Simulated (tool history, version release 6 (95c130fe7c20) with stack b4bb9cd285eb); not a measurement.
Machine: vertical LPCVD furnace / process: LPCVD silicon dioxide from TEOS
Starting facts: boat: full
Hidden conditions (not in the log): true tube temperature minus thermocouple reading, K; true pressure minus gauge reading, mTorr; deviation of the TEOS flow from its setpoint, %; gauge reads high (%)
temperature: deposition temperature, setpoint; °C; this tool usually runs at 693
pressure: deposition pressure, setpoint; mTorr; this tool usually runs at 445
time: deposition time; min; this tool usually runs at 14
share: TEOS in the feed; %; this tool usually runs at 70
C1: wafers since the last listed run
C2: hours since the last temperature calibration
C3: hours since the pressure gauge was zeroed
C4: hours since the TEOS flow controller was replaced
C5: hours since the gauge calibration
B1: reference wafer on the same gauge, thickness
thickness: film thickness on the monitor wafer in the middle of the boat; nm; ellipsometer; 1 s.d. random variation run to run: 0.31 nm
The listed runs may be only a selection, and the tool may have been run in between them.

Run 1, hour 0: usual settings; C1 0; C2 1498.5; C3 1901.6; C4 2037.6; C5 41.5; B1 132.05. Result: thickness 137.3 nm.
Run 2, hour 8: usual settings; C1 91; C2 1506.5; C3 1909.6; C4 2045.6; C5 49.5; B1 131.97. Result: thickness 137.67 nm.
Run 3, hour 20.7: usual settings; C1 145; C2 1519.2; C3 1922.3; C4 2058.3; C5 62.2; B1 132.05. Result: thickness 137.6 nm.
Run 4, hour 27.4: usual settings but temperature 688 °C; C1 76; C2 1525.9; C3 1929; C4 2065; C5 68.9; B1 131.96. Result: thickness 122.24 nm.
Run 5, hour 44: usual settings but temperature 688 °C; C1 190; C2 1542.5; C3 1945.6; C4 2081.6; C5 85.5; B1 132.06. Result: thickness 122.76 nm.
Run 6, hour 61.7: usual settings but temperature 688 °C; C1 202; C2 1560.2; C3 1963.3; C4 2099.3; C5 103.2; B1 131.95. Result: thickness 122.61 nm.
At hour 99.6: thermocouples replaced and temperature profile calibrated.
Run 7, hour 100.1: usual settings; C1 164; C2 0.5; C3 2001.7; C4 2137.7; C5 141.6; B1 131.99. Result: thickness 127.25 nm.
At hour 146.7: pressure gauge zeroed.
At hour 158: TEOS flow controller replaced.
Run 8, hour 158.5: usual settings but temperature 700 °C, time 18 min, share 74 %; C1 265; C2 58.9; C3 11.8; C4 0.5; C5 200; B1 131.91. Result: thickness 198.44 nm.
At hour 161: gauge calibrated.
Run 9, hour 162: usual settings but temperature 688 °C, pressure 340 mTorr, time 11.5 min, share 74 %; C1 40; C2 62.4; C3 15.3; C4 4; C5 1; B1 131.99. Result: thickness 83.36 nm.
Run 10, hour 165.5: usual settings but temperature 703 °C, pressure 480 mTorr, share 81 %; C1 40; C2 65.9; C3 18.8; C4 7.5; C5 4.5; B1 131.92. Result: thickness 179.43 nm.
Run 11, hour 185.4: usual settings but time 18.5 min; C1 227; C2 85.8; C3 38.7; C4 27.4; C5 24.4; B1 132.15. Result: thickness 167.79 nm.
Run 12, hour 195: usual settings but temperature 704 °C, share 81 %; C1 109; C2 95.4; C3 48.3; C4 37; C5 34; B1 132.07. Result: thickness 176.81 nm.
Run 13, hour 212.4: usual settings but pressure 375 mTorr, time 16 min; C1 199; C2 112.8; C3 65.7; C4 54.4; C5 51.4; B1 132.03. Result: thickness 133.92 nm.
Run 14, hour 226.6: usual settings; C1 162; C2 127; C3 79.9; C4 68.6; C5 65.6; B1 131.97. Result: thickness 127.45 nm.

For each run, the measured value with the value that run would have given without the tool's hidden condition subtracted. The run-to-run variation is shared by both, the gauge scatter possibly not:
run  thickness
  1      +10.5
  2     +10.62
  3     +10.77
  4      +9.74
  5      +9.97
  6     +10.14
  7      +0.31
  8      +0.49
  9      +0.22
 10      +0.45
 11      +0.45
 12      +0.48
 13      +0.38
 14      +0.37
